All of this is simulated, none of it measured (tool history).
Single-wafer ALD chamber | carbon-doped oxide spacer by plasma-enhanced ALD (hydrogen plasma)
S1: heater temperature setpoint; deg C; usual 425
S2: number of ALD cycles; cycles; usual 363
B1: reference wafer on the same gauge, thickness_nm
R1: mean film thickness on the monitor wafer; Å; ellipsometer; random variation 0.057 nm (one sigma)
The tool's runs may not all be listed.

| run | day | S1 | S2 | B1 | R1 |
|---|---|---|---|---|---|
| 1 | 0.000 | 425 | 363 | 17.408 | 162.79 |
| 2 | 1.846 | 435 | 363 | 17.386 | 158.00 |
|  | 3.338 | thermocouple changed; heater temperature recalibrated |
| 3 | 3.450 | 425 | 363 | 17.392 | 165.81 |
| 4 | 5.638 | 425 | 363 | 17.418 | 165.84 |
| 5 | 8.567 | 425 | 363 | 17.399 | 165.07 |
|  | 9.800 | gauge calibrated |
| 6 | 10.042 | 425 | 363 | 17.387 | 166.46 |
| 7 | 11.042 | 425 | 363 | 17.399 | 166.36 |
| 8 | 13.158 | 425 | 363 | 17.395 | 166.21 |
| 9 | 15.483 | 425 | 363 | 17.397 | 165.37 |
| 10 | 18.446 | 425 | 328 | 17.424 | 149.63 |
| 11 | 19.738 | 425 | 328 | 17.401 | 149.07 |
| 12 | 22.646 | 425 | 328 | 17.390 | 149.38 |
| 13 | 23.888 | 425 | 363 | 17.396 | 164.43 |
| 14 | 25.412 | 425 | 363 | 17.395 | 165.49 |
| 15 | 28.146 | 425 | 363 | 17.393 | 163.81 |
| 16 | 29.188 | 425 | 363 | 17.405 | 165.58 |
| 17 | 30.229 | 425 | 363 | 17.405 | 165.09 |
| 18 | 33.021 | 425 | 394 | 17.410 | 179.07 |
| 19 | 34.879 | 425 | 363 | 17.392 | 163.64 |
| 20 | 36.196 | 425 | 363 | 17.408 | 163.85 |
| 21 | 37.925 | 425 | 363 | 17.378 | 164.63 |
| 22 | 38.958 | 425 | 363 | 17.396 | 163.05 |
| 23 | 40.138 | 413 | 421 | 17.398 | 198.25 |
| 24 | 43.054 | 425 | 363 | 17.418 | 162.89 |
| 25 | 44.542 | 425 | 363 | 17.402 | 163.76 |
| 26 | 45.704 | 417 | 336 | 17.396 | 154.60 |
| 27 | 48.079 | 430 | 342 | 17.412 | 151.36 |
| 28 | 50.392 | 420 | 363 | 17.384 | 165.74 |
| 29 | 52.921 | 431 | 428 | 17.392 | 188.30 |
| 30 | 54.804 | 417 | 297 | 17.424 | 136.15 |
|  | 56.088 | thermocouple changed; heater temperature recalibrated |
| 31 | 57.042 | 420 | 321 | 17.417 | 148.18 |
| 32 | 58.967 | 425 | 394 | 17.390 | 179.72 |
| 33 | 60.321 | 435 | 338 | 17.404 | 148.84 |
| 34 | 62.425 | 425 | 363 | 17.392 | 165.52 |
| 35 | 63.646 | 425 | 363 | 17.392 | 164.55 |
|  | 65.733 | gauge calibrated |
| 36 | 66.346 | 425 | 428 | 17.403 | 195.09 |
| 37 | 67.575 | 425 | 363 | 17.403 | 165.57 |
| 38 | 70.329 | 416 | 296 | 17.395 | 138.33 |
| 39 | 74.783 | 425 | 363 | 17.422 | 164.10 |
| 40 | 75.888 | 429 | 414 | 17.414 | 187.58 |
| 41 | 77.129 | 417 | 409 | 17.392 | 189.95 |
| 42 | 78.812 | 416 | 363 | 17.386 | 169.16 |
| 43 | 81.000 | 425 | 383 | 17.390 | 174.18 |
| 44 | 82.467 | 438 | 363 | 17.399 | 159.06 |
| 45 | 84.196 | 425 | 310 | 17.419 | 140.62 |

4 ways to go on from here, each from the tool as it stands after run 45. What would each give?
| A | 84.238 | 425 | 363 | ? | ? |
| B | 84.238 | 437 | 311 | ? | ? |
| C | 84.238 | 413 | 383 | ? | ? |
| D | 84.238 | 434 | 363 | ? | ? |

| run | B1 | R1 |
|---|---|---|
| A | 17.401 | 164.71 |
| B | 17.401 | 136.25 |
| C | 17.401 | 179.76 |
| D | 17.401 | 160.45 |
Without the tool's hidden state the same runs would have given:
| run | R1 |
|---|---|
| A | 165.58 |
| B | 137.00 |
| C | 180.68 |
| D | 161.32 |
